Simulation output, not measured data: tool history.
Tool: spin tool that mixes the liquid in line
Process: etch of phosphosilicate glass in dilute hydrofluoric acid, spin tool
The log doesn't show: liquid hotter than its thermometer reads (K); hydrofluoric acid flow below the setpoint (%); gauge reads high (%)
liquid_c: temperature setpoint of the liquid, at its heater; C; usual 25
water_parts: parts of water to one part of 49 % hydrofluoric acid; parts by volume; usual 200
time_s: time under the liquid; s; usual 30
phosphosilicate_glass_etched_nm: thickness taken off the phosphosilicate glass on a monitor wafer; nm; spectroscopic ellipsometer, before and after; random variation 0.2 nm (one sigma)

| run | day | liquid_c | water_parts | time_s | wafers since the last listed run | hours since the thermometer was replaced | hours since the hydrofluoric acid flow meter was replaced | hours since the gauge calibration | read-back film thickness of the phosphosilicate glass reference wafer, read on the same gauge (nm) | phosphosilicate_glass_etched_nm |
|---|---|---|---|---|---|---|---|---|---|---|
| 1 | 0 | 25 | 200 | 25 | 0 | 1678.4 | 303.9 | 59.1 | 40 | 19.5 |
| 2 | 0.896 | 25 | 200 | 25 | 257 | 1699.9 | 325.4 | 80.6 | 40 | 19.52 |
| 3 | 1.542 | 25 | 200 | 25 | 185 | 1715.4 | 340.9 | 96.1 | 40.01 | 19.73 |
| 4 | 2.421 | 25 | 200 | 30 | 252 | 1736.5 | 362 | 117.2 | 39.98 | 23.3 |
| 5 | 3.112 | 25 | 200 | 30 | 198 | 1753.1 | 378.6 | 133.8 | 40.01 | 23.65 |
| 6 | 4.167 | 25 | 200 | 30 | 302 | 1778.4 | 403.9 | 159.1 | 39.99 | 23.41 |
| 7 | 4.788 | 25 | 200 | 30 | 178 | 1793.3 | 418.8 | 174 | 40 | 23.91 |
| 8 | 6.279 | 25 | 200 | 30 | 428 | 1829.1 | 454.6 | 209.8 | 40 | 23.51 |
| 9 | 7.75 | 25 | 200 | 30 | 422 | 1864.4 | 489.9 | 245.1 | 40 | 23.84 |
| 10 | 8.342 | 29 | 200 | 40 | 169 | 1878.6 | 504.1 | 259.3 | 40 | 36.09 |
| 11 | 9.05 | 25 | 200 | 20 | 203 | 1895.6 | 521.1 | 276.3 | 40.01 | 15.9 |
| 12 | 9.667 | 27.5 | 200 | 15 | 176 | 1910.4 | 535.9 | 291.1 | 40 | 12.79 |
|  | 10.338 | thermometer replaced |
| 13 | 10.65 | 25 | 200 | 40 | 270 | 7.5 | 559.5 | 314.7 | 40 | 31.32 |
| 14 | 11.204 | 27 | 200 | 35 | 159 | 20.8 | 572.8 | 328 | 39.99 | 29.86 |
|  | 12.338 | hydrofluoric acid flow meter replaced |
| 15 | 12.567 | 25 | 170 | 45 | 379 | 53.5 | 5.5 | 360.7 | 40.01 | 43.43 |
|  | 13.258 | gauge calibrated |
| 16 | 13.262 | 22.5 | 165 | 15 | 199 | 70.2 | 22.2 | 0.1 | 40 | 13.43 |
| 17 | 14.604 | 22 | 200 | 45 | 385 | 102.4 | 54.4 | 32.3 | 39.99 | 31.14 |
| 18 | 15.429 | 26.5 | 270 | 15 | 236 | 122.2 | 74.2 | 52.1 | 39.99 | 8.63 |
| 19 | 16.042 | 27.5 | 240 | 50 | 175 | 136.9 | 88.9 | 66.8 | 40.03 | 34.13 |
| 20 | 17.171 | 21 | 200 | 30 | 324 | 164 | 116 | 93.9 | 40.01 | 20.04 |
| 21 | 18.233 | 25 | 200 | 30 | 304 | 189.5 | 141.5 | 119.4 | 40.01 | 23.38 |
| 22 | 19.646 | 25 | 200 | 20 | 405 | 223.4 | 175.4 | 153.3 | 39.98 | 15.73 |
| 23 | 20.604 | 28.5 | 275 | 25 | 275 | 246.4 | 198.4 | 176.3 | 39.98 | 14.97 |

How the hidden state differs across the entries between the runs, from the last listed run before each to the first after it:
Between runs 12 and 13: thermometer replaced (day 10.338)
  no hidden state differs between the two runs
Between runs 14 and 15: hydrofluoric acid flow meter replaced (day 12.338)
  no hidden state differs between the two runs
Between runs 15 and 16: gauge calibrated (day 13.258)
  no hidden state differs between the two runs

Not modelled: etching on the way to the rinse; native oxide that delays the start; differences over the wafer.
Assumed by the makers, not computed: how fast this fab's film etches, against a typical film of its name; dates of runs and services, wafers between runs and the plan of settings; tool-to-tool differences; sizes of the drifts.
